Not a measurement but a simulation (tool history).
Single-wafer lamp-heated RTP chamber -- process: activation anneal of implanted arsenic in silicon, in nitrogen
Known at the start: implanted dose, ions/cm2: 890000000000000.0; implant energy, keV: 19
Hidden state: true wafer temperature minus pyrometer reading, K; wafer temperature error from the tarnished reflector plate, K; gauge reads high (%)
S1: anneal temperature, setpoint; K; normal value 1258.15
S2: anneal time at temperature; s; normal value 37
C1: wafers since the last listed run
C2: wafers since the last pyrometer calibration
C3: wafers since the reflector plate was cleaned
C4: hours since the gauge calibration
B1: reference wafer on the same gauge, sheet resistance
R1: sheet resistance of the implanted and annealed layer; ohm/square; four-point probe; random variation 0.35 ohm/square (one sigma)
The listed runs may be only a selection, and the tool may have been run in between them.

run 1 hour=0 | S1=1258.15 S2=48 | C1=0 C2=2309 C3=2518 C4=303.1 | B1=151.07 | R1=143.58
-- hour=49.4 pyrometer window cleaned and pyrometer calibrated
run 2 hour=49.9 | S1=1258.15 S2=37 | C1=802 C2=9 C3=3320 C4=353 | B1=151.02 | R1=146.94
run 3 hour=81.2 | S1=1258.15 S2=37 | C1=599 C2=608 C3=3920 C4=384.3 | B1=151.04 | R1=146.63
run 4 hour=152.1 | S1=1258.15 S2=37 | C1=1357 C2=1966 C3=5278 C4=455.2 | B1=150.93 | R1=145.82
run 5 hour=208.5 | S1=1258.15 S2=37 | C1=1080 C2=3046 C3=6358 C4=511.6 | B1=150.97 | R1=144.75
-- hour=242.8 pyrometer window cleaned and pyrometer calibrated
run 6 hour=275.5 | S1=1258.15 S2=37 | C1=1130 C2=626 C3=7488 C4=578.6 | B1=150.9 | R1=144.85
-- hour=296.5 reflector plate cleaned
run 7 hour=342.9 | S1=1258.15 S2=37 | C1=1137 C2=1763 C3=887 C4=646 | B1=150.93 | R1=147.7
run 8 hour=368.8 | S1=1258.15 S2=37 | C1=496 C2=2259 C3=1383 C4=671.9 | B1=150.98 | R1=147.65
run 9 hour=393.2 | S1=1258.15 S2=46 | C1=467 C2=2727 C3=1851 C4=696.3 | B1=150.98 | R1=144.6
-- hour=448.2 pyrometer window cleaned and pyrometer calibrated
run 10 hour=561.7 | S1=1279.15 S2=19 | C1=3074 C2=2174 C3=4925 C4=864.8 | B1=151.01 | R1=146.8
run 11 hour=590 | S1=1243.15 S2=55 | C1=542 C2=2716 C3=5467 C4=893.1 | B1=151.04 | R1=145.97
-- hour=609.1 gauge calibrated
-- hour=631.9 pyrometer window cleaned and pyrometer calibrated
run 12 hour=657.8 | S1=1258.15 S2=37 | C1=1145 C2=495 C3=6612 C4=48.7 | B1=150.98 | R1=145.51
-- hour=729.8 reflector plate cleaned
run 13 hour=730.3 | S1=1258.15 S2=37 | C1=1235 C2=1730 C3=8 C4=121.2 | B1=151 | R1=147.78
run 14 hour=779.5 | S1=1284.15 S2=22 | C1=942 C2=2672 C3=951 C4=170.4 | B1=151.04 | R1=144.81
-- hour=801.4 pyrometer window cleaned and pyrometer calibrated
run 15 hour=832.5 | S1=1258.15 S2=43 | C1=861 C2=595 C3=1813 C4=223.4 | B1=150.97 | R1=145.4
run 16 hour=865.6 | S1=1287.15 S2=17 | C1=633 C2=1229 C3=2446 C4=256.5 | B1=150.94 | R1=147.02
run 17 hour=915.4 | S1=1269.15 S2=24 | C1=953 C2=2183 C3=3400 C4=306.3 | B1=151 | R1=147.87

For some of the steps in R1 from one run to the next: how much would appear even if the tool had no hidden state, given the settings, what came in and random variation, and how much remains for the hidden state plus any gauge scatter that the measured result and the result without hidden state don't share?
Run 1 -> 2: S2 48 -> 37, pyrometer window cleaned and pyrometer calibrated. R1 +3.36 ohm/square: hidden state +0.37, all else +2.99.
Run 6 -> 7: reflector plate cleaned. R1 +2.85 ohm/square: hidden state +2.55, all else +0.3.

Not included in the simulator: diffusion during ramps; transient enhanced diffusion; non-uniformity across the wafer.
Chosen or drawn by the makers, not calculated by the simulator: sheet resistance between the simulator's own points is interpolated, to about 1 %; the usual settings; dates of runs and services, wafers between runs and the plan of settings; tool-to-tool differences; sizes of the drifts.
